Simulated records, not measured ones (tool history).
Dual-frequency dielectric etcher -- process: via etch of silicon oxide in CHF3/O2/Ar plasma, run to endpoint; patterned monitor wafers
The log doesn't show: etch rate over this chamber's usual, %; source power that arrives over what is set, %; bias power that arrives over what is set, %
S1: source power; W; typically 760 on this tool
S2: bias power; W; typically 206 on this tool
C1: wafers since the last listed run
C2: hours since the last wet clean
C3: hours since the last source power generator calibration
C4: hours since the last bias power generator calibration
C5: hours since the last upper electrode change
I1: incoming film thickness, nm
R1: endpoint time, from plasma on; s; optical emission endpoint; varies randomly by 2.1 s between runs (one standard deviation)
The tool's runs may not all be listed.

{"run": 1, "day": 0.0, "S1": 760, "S2": 190, "C1": 0, "C2": 150.3, "C3": 4283.9, "C4": 3144.7, "C5": 4193.8, "I1": 481.1, "R1": 245.1}
{"run": 2, "day": 0.283, "S1": 760, "S2": 188, "C1": 40, "C2": 157.1, "C3": 4290.7, "C4": 3151.5, "C5": 4200.6, "I1": 478.4, "R1": 245.4}
{"run": 3, "day": 0.988, "S1": 760, "S2": 188, "C1": 100, "C2": 174, "C3": 4307.6, "C4": 3168.4, "C5": 4217.5, "I1": 476.6, "R1": 242.8}
{"run": 4, "day": 2.154, "S1": 760, "S2": 188, "C1": 167, "C2": 202, "C3": 4335.6, "C4": 3196.4, "C5": 4245.5, "I1": 476.6, "R1": 243.1}
{"run": 5, "day": 2.562, "S1": 760, "S2": 230, "C1": 58, "C2": 211.8, "C3": 4345.4, "C4": 3206.2, "C5": 4255.3, "I1": 474.9, "R1": 224.4}
{"run": 6, "day": 2.971, "S1": 760, "S2": 230, "C1": 58, "C2": 221.6, "C3": 4355.2, "C4": 3216, "C5": 4265.1, "I1": 475.2, "R1": 224.9}
{"run": 7, "day": 3.65, "S1": 760, "S2": 206, "C1": 97, "C2": 237.9, "C3": 4371.5, "C4": 3232.3, "C5": 4281.4, "I1": 474.7, "R1": 230.2}
{"run": 8, "day": 4.396, "S1": 760, "S2": 206, "C1": 106, "C2": 255.8, "C3": 4389.4, "C4": 3250.2, "C5": 4299.3, "I1": 479.6, "R1": 235.5}
{"run": 9, "day": 4.804, "S1": 760, "S2": 206, "C1": 58, "C2": 265.6, "C3": 4399.2, "C4": 3260, "C5": 4309.1, "I1": 475.5, "R1": 229.3}
{"run": 10, "day": 5.346, "S1": 760, "S2": 206, "C1": 77, "C2": 278.6, "C3": 4412.2, "C4": 3273, "C5": 4322.1, "I1": 475.4, "R1": 229.8}
{"run": 11, "day": 6.008, "S1": 810, "S2": 222, "C1": 94, "C2": 294.5, "C3": 4428.1, "C4": 3288.9, "C5": 4338, "I1": 481.2, "R1": 223.1}
{"run": 12, "day": 6.492, "S1": 830, "S2": 206, "C1": 69, "C2": 306.1, "C3": 4439.7, "C4": 3300.5, "C5": 4349.6, "I1": 478.4, "R1": 225.1}
{"run": 13, "day": 6.962, "S1": 830, "S2": 206, "C1": 67, "C2": 317.4, "C3": 4451, "C4": 3311.8, "C5": 4360.9, "I1": 479, "R1": 223.4}
{"run": 14, "day": 7.525, "S1": 830, "S2": 206, "C1": 80, "C2": 330.9, "C3": 4464.5, "C4": 3325.3, "C5": 4374.4, "I1": 473.8, "R1": 222.7}
{"run": 15, "day": 8.012, "S1": 760, "S2": 206, "C1": 69, "C2": 342.6, "C3": 4476.2, "C4": 3337, "C5": 4386.1, "I1": 483.4, "R1": 233.1}
{"day": 9.117, "done": "wet clean of the chamber"}
{"day": 9.288, "done": "source power generator calibrated"}
{"run": 16, "day": 9.308, "S1": 760, "S2": 206, "C1": 18, "C2": 4.6, "C3": 0.5, "C4": 3368.1, "C5": 4417.2, "I1": 476.8, "R1": 237.5}
{"run": 17, "day": 9.329, "S1": 810, "S2": 172, "C1": 2, "C2": 5.1, "C3": 1, "C4": 3368.6, "C5": 4417.7, "I1": 473.8, "R1": 248}
{"run": 18, "day": 9.508, "S1": 640, "S2": 206, "C1": 25, "C2": 9.4, "C3": 5.3, "C4": 3372.9, "C5": 4422, "I1": 474.5, "R1": 252.6}
{"run": 19, "day": 9.825, "S1": 650, "S2": 228, "C1": 45, "C2": 17, "C3": 12.9, "C4": 3380.5, "C5": 4429.6, "I1": 474.2, "R1": 241.4}
{"run": 20, "day": 10.117, "S1": 760, "S2": 206, "C1": 41, "C2": 24, "C3": 19.9, "C4": 3387.5, "C5": 4436.6, "I1": 469.7, "R1": 232.6}
{"run": 21, "day": 10.458, "S1": 760, "S2": 206, "C1": 48, "C2": 32.2, "C3": 28.1, "C4": 3395.7, "C5": 4444.8, "I1": 474, "R1": 235.3}
{"run": 22, "day": 10.958, "S1": 760, "S2": 191, "C1": 71, "C2": 44.2, "C3": 40.1, "C4": 3407.7, "C5": 4456.8, "I1": 474.2, "R1": 247}
{"day": 11.208, "done": "bias power generator calibrated"}
{"day": 12.946, "done": "upper electrode replaced"}
{"run": 23, "day": 12.967, "S1": 810, "S2": 240, "C1": 120, "C2": 92.4, "C3": 88.3, "C4": 42.2, "C5": 0.5, "I1": 477.3, "R1": 219.5}
{"run": 24, "day": 12.983, "S1": 880, "S2": 191, "C1": 2, "C2": 92.8, "C3": 88.7, "C4": 42.6, "C5": 0.9, "I1": 477, "R1": 232.8}
{"run": 25, "day": 13.688, "S1": 610, "S2": 189, "C1": 100, "C2": 109.7, "C3": 105.6, "C4": 59.5, "C5": 17.8, "I1": 473, "R1": 260.9}
{"run": 26, "day": 15.296, "S1": 820, "S2": 258, "C1": 230, "C2": 148.3, "C3": 144.2, "C4": 98.1, "C5": 56.4, "I1": 474.9, "R1": 205.2}
{"run": 27, "day": 16.008, "S1": 760, "S2": 206, "C1": 102, "C2": 165.4, "C3": 161.3, "C4": 115.2, "C5": 73.5, "I1": 480.1, "R1": 233.7}
{"run": 28, "day": 16.596, "S1": 640, "S2": 166, "C1": 84, "C2": 179.5, "C3": 175.4, "C4": 129.3, "C5": 87.6, "I1": 478.8, "R1": 268.5}

Forecast each of these 3 alternatives for the next run:
{"run": "A", "day": 16.617, "S1": 760, "S2": 206, "C1": 2, "C2": 180, "C3": 175.9, "C4": 129.8, "C5": 88.1, "I1": 479.8, "R1": "?"}
{"run": "B", "day": 16.617, "S1": 660, "S2": 182, "C1": 2, "C2": 180, "C3": 175.9, "C4": 129.8, "C5": 88.1, "I1": 479.8, "R1": "?"}
{"run": "C", "day": 16.617, "S1": 950, "S2": 175, "C1": 2, "C2": 180, "C3": 175.9, "C4": 129.8, "C5": 88.1, "I1": 479.8, "R1": "?"}

run=A R1=234
run=B R1=256.4
run=C R1=230.7
What these runs would have given with no unlogged condition in the tool:
run=A R1=240.7
run=B R1=263.8
run=C R1=237.3
